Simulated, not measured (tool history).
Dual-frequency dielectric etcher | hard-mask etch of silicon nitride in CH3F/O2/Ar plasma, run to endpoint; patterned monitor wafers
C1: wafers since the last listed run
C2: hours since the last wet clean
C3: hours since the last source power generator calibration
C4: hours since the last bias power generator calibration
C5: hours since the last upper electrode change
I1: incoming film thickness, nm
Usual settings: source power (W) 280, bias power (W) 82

Run 1, hour 0.0: usual settings but bias power (W) 67; C1 0; C2 263.9; C3 4694.8; C4 1762.4; C5 5403.4; I1 27.94. Result: endpoint time (s) 49.2.
Run 2, hour 6.3: usual settings but source power (W) 320; C1 72; C2 270.2; C3 4701.1; C4 1768.7; C5 5409.7; I1 27.82. Result: endpoint time (s) 42.4.
Run 3, hour 17.4: usual settings; C1 128; C2 281.3; C3 4712.2; C4 1779.8; C5 5420.8; I1 27.95. Result: endpoint time (s) 44.3.
Run 4, hour 29.3: usual settings; C1 137; C2 293.2; C3 4724.1; C4 1791.7; C5 5432.7; I1 27.23. Result: endpoint time (s) 43.1.
Run 5, hour 40.1: usual settings; C1 125; C2 304.0; C3 4734.9; C4 1802.5; C5 5443.5; I1 28.06. Result: endpoint time (s) 44.1.
Run 6, hour 47.6: usual settings; C1 86; C2 311.5; C3 4742.4; C4 1810.0; C5 5451.0; I1 27.87. Result: endpoint time (s) 44.2.
Run 7, hour 61.0: usual settings; C1 155; C2 324.9; C3 4755.8; C4 1823.4; C5 5464.4; I1 27.75. Result: endpoint time (s) 43.6.
Run 8, hour 71.0: usual settings; C1 115; C2 334.9; C3 4765.8; C4 1833.4; C5 5474.4; I1 28.00. Result: endpoint time (s) 43.9.
Run 9, hour 77.3: usual settings; C1 72; C2 341.2; C3 4772.1; C4 1839.7; C5 5480.7; I1 28.17. Result: endpoint time (s) 44.6.
Run 10, hour 83.7: usual settings; C1 74; C2 347.6; C3 4778.5; C4 1846.1; C5 5487.1; I1 27.85. Result: endpoint time (s) 43.9.
Run 11, hour 90.2: usual settings; C1 75; C2 354.1; C3 4785.0; C4 1852.6; C5 5493.6; I1 27.89. Result: endpoint time (s) 43.9.
Run 12, hour 107.7: usual settings; C1 202; C2 371.6; C3 4802.5; C4 1870.1; C5 5511.1; I1 27.67. Result: endpoint time (s) 43.6.
Run 13, hour 128.1: usual settings; C1 236; C2 392.0; C3 4822.9; C4 1890.5; C5 5531.5; I1 27.85. Result: endpoint time (s) 43.6.
Run 14, hour 143.2: usual settings but bias power (W) 87; C1 174; C2 407.1; C3 4838.0; C4 1905.6; C5 5546.6; I1 28.03. Result: endpoint time (s) 42.5.
Run 15, hour 161.1: usual settings but source power (W) 230, bias power (W) 90; C1 207; C2 425.0; C3 4855.9; C4 1923.5; C5 5564.5; I1 27.82. Result: endpoint time (s) 44.2.
Run 16, hour 178.9: usual settings but source power (W) 230, bias power (W) 88; C1 206; C2 442.8; C3 4873.7; C4 1941.3; C5 5582.3; I1 27.87. Result: endpoint time (s) 44.6.
At hour 225.8: wet clean of the chamber.
Run 17, hour 226.3: usual settings but source power (W) 210; C1 270; C2 0.5; C3 4921.1; C4 1988.7; C5 5629.7; I1 27.78. Result: endpoint time (s) 49.9.
At hour 251.3: bias power generator calibrated.
At hour 259.3: source power generator calibrated.
At hour 271.2: upper electrode replaced, of another model than before.
Run 18, hour 271.7: usual settings but bias power (W) 98; C1 295; C2 45.9; C3 12.4; C4 20.4; C5 0.5; I1 27.73. Result: endpoint time (s) 39.5.
Run 19, hour 286.2: usual settings but source power (W) 310; C1 167; C2 60.4; C3 26.9; C4 34.9; C5 15.0; I1 28.07. Result: endpoint time (s) 43.6.
Run 20, hour 303.6: usual settings but source power (W) 300, bias power (W) 90; C1 201; C2 77.8; C3 44.3; C4 52.3; C5 32.4; I1 27.71. Result: endpoint time (s) 40.4.
Run 21, hour 317.4: usual settings but source power (W) 230; C1 159; C2 91.6; C3 58.1; C4 66.1; C5 46.2; I1 27.73. Result: endpoint time (s) 49.7.
Run 22, hour 329.5: usual settings but bias power (W) 98; C1 140; C2 103.7; C3 70.2; C4 78.2; C5 58.3; I1 27.72. Result: endpoint time (s) 39.1.

The next listed run, before its measurement:
Run 23, hour 336.1: usual settings but source power (W) 220; C1 76; C2 110.3; C3 76.8; C4 84.8; C5 64.9; I1 27.85. Result: endpoint time (s) ?.

endpoint time (s): 51.2
Without the tool's hidden state the same run would have given endpoint time (s) 51.6.
